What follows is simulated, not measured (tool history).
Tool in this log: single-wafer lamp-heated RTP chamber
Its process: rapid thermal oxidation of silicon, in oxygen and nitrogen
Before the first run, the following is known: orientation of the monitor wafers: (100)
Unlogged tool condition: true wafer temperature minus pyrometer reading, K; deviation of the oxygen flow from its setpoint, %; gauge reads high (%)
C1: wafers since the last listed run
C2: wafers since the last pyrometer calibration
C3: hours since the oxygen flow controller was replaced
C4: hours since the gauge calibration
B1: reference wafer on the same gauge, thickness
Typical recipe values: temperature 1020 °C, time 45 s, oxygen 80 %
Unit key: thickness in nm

Run 1, hour 0.0: usual settings but temperature 1003 °C; C1 0; C2 7396; C3 1912.0; C4 363.4; B1 5.832. Result: thickness 5.352 nm.
Run 2, hour 25.2: usual settings but temperature 1033 °C; C1 205; C2 7602; C3 1937.2; C4 388.6; B1 5.831. Result: thickness 6.626 nm.
Run 3, hour 53.0: usual settings; C1 226; C2 7828; C3 1965.0; C4 416.4; B1 5.833. Result: thickness 6.064 nm.
Run 4, hour 65.7: usual settings; C1 103; C2 7932; C3 1977.7; C4 429.1; B1 5.830. Result: thickness 6.054 nm.
Run 5, hour 84.8: usual settings but time 33 s; C1 155; C2 8087; C3 1996.8; C4 448.2; B1 5.830. Result: thickness 5.307 nm.
Run 6, hour 107.8: usual settings but time 33 s; C1 187; C2 8275; C3 2019.8; C4 471.2; B1 5.830. Result: thickness 5.304 nm.
Run 7, hour 208.5: usual settings; C1 820; C2 9095; C3 2120.5; C4 571.9; B1 5.834. Result: thickness 6.052 nm.
At hour 211.7: gauge calibrated.
Run 8, hour 236.0: usual settings; C1 224; C2 9320; C3 2148.0; C4 24.3; B1 5.830. Result: thickness 6.058 nm.
Run 9, hour 265.9: usual settings; C1 243; C2 9563; C3 2177.9; C4 54.2; B1 5.830. Result: thickness 6.059 nm.
Run 10, hour 283.3: usual settings; C1 141; C2 9705; C3 2195.3; C4 71.6; B1 5.831. Result: thickness 6.055 nm.
Run 11, hour 296.6: usual settings; C1 108; C2 9813; C3 2208.6; C4 84.9; B1 5.832. Result: thickness 6.050 nm.
Run 12, hour 325.4: usual settings; C1 234; C2 10048; C3 2237.4; C4 113.7; B1 5.836. Result: thickness 6.055 nm.
At hour 342.2: pyrometer window cleaned and pyrometer calibrated.
Run 13, hour 358.2: usual settings but time 35 s; C1 202; C2 130; C3 2270.2; C4 146.5; B1 5.827. Result: thickness 5.400 nm.
Run 14, hour 375.6: usual settings; C1 141; C2 272; C3 2287.6; C4 163.9; B1 5.829. Result: thickness 5.998 nm.
Run 15, hour 473.9: usual settings; C1 801; C2 1073; C3 2385.9; C4 262.2; B1 5.831. Result: thickness 5.996 nm.
Run 16, hour 508.2: usual settings; C1 279; C2 1352; C3 2420.2; C4 296.5; B1 5.830. Result: thickness 5.996 nm.
Run 17, hour 523.0: usual settings but oxygen 74 %; C1 120; C2 1473; C3 2435.0; C4 311.3; B1 5.834. Result: thickness 5.859 nm.
Run 18, hour 547.7: usual settings; C1 201; C2 1674; C3 2459.7; C4 336.0; B1 5.831. Result: thickness 6.016 nm.
Run 19, hour 560.5: usual settings; C1 104; C2 1778; C3 2472.5; C4 348.8; B1 5.829. Result: thickness 6.000 nm.
Run 20, hour 593.2: usual settings; C1 266; C2 2045; C3 2505.2; C4 381.5; B1 5.829. Result: thickness 6.004 nm.
Run 21, hour 611.7: usual settings but temperature 1036 °C, time 64 s; C1 150; C2 2196; C3 2523.7; C4 400.0; B1 5.831. Result: thickness 7.855 nm.
At hour 637.2: oxygen flow controller replaced.
Run 22, hour 641.7: usual settings but temperature 1010 °C, time 62 s, oxygen 60 %; C1 179; C2 2375; C3 4.5; C4 430.0; B1 5.830. Result: thickness 5.826 nm.
Run 23, hour 666.3: usual settings but time 28 s; C1 200; C2 2575; C3 29.1; C4 454.6; B1 5.834. Result: thickness 4.918 nm.
Run 24, hour 749.7: usual settings; C1 679; C2 3255; C3 112.5; C4 538.0; B1 5.833. Result: thickness 6.036 nm.
Run 25, hour 773.8: usual settings but time 59 s; C1 196; C2 3452; C3 136.6; C4 562.1; B1 5.831. Result: thickness 6.767 nm.
Run 26, hour 799.7: usual settings but temperature 1011 °C; C1 211; C2 3663; C3 162.5; C4 588.0; B1 5.834. Result: thickness 5.644 nm.
At hour 815.5: gauge calibrated.
Run 27, hour 821.9: usual settings but temperature 1033 °C; C1 180; C2 3844; C3 184.7; C4 6.4; B1 5.831. Result: thickness 6.609 nm.
Run 28, hour 847.2: usual settings but time 57 s; C1 206; C2 4050; C3 210.0; C4 31.7; B1 5.830. Result: thickness 6.673 nm.
Run 29, hour 864.8: usual settings; C1 143; C2 4193; C3 227.6; C4 49.3; B1 5.834. Result: thickness 6.026 nm.
Run 30, hour 892.0: usual settings but temperature 1040 °C, time 29 s, oxygen 52 %; C1 221; C2 4415; C3 254.8; C4 76.5; B1 5.827. Result: thickness 4.961 nm.
Run 31, hour 908.0: usual settings but temperature 998 °C, oxygen 98 %; C1 130; C2 4545; C3 270.8; C4 92.5; B1 5.835. Result: thickness 5.528 nm.
Run 32, hour 920.1: usual settings but temperature 1049 °C, time 28 s, oxygen 98 %; C1 98; C2 4644; C3 282.9; C4 104.6; B1 5.831. Result: thickness 6.458 nm.
Run 33, hour 945.7: usual settings but temperature 1041 °C, time 33 s, oxygen 92 %; C1 208; C2 4853; C3 308.5; C4 130.2; B1 5.827. Result: thickness 6.403 nm.
Run 34, hour 958.2: usual settings but oxygen 66 %; C1 101; C2 4954; C3 321.0; C4 142.7; B1 5.828. Result: thickness 5.636 nm.
Run 35, hour 976.4: usual settings; C1 148; C2 5103; C3 339.2; C4 160.9; B1 5.830. Result: thickness 6.035 nm.
Run 36, hour 1008.2: usual settings but temperature 997 °C, time 55 s, oxygen 89 %; C1 259; C2 5362; C3 371.0; C4 192.7; B1 5.830. Result: thickness 5.809 nm.
Run 37, hour 1032.3: usual settings; C1 196; C2 5558; C3 395.1; C4 216.8; B1 5.831. Result: thickness 6.041 nm.

Branching from run 37: 3 alternative next runs. What would each branch give?
Run A, hour 1032.7: usual settings but temperature 1028 °C; C1 3; C2 5562; C3 395.5; C4 217.2; B1 ?. Result: thickness ?.
Run B, hour 1032.7: usual settings but temperature 1049 °C, time 23 s, oxygen 56 %; C1 3; C2 5562; C3 395.5; C4 217.2; B1 ?. Result: thickness ?.
Run C, hour 1032.7: usual settings but oxygen 93 %; C1 3; C2 5562; C3 395.5; C4 217.2; B1 ?. Result: thickness ?.

run     B1  thickness
  A  5.833      6.375
  B  5.833      4.908
  C  5.833      6.351
Without the tool's hidden state the same runs would have given:
run  thickness
  A      6.334
  B      4.878
  C      6.310
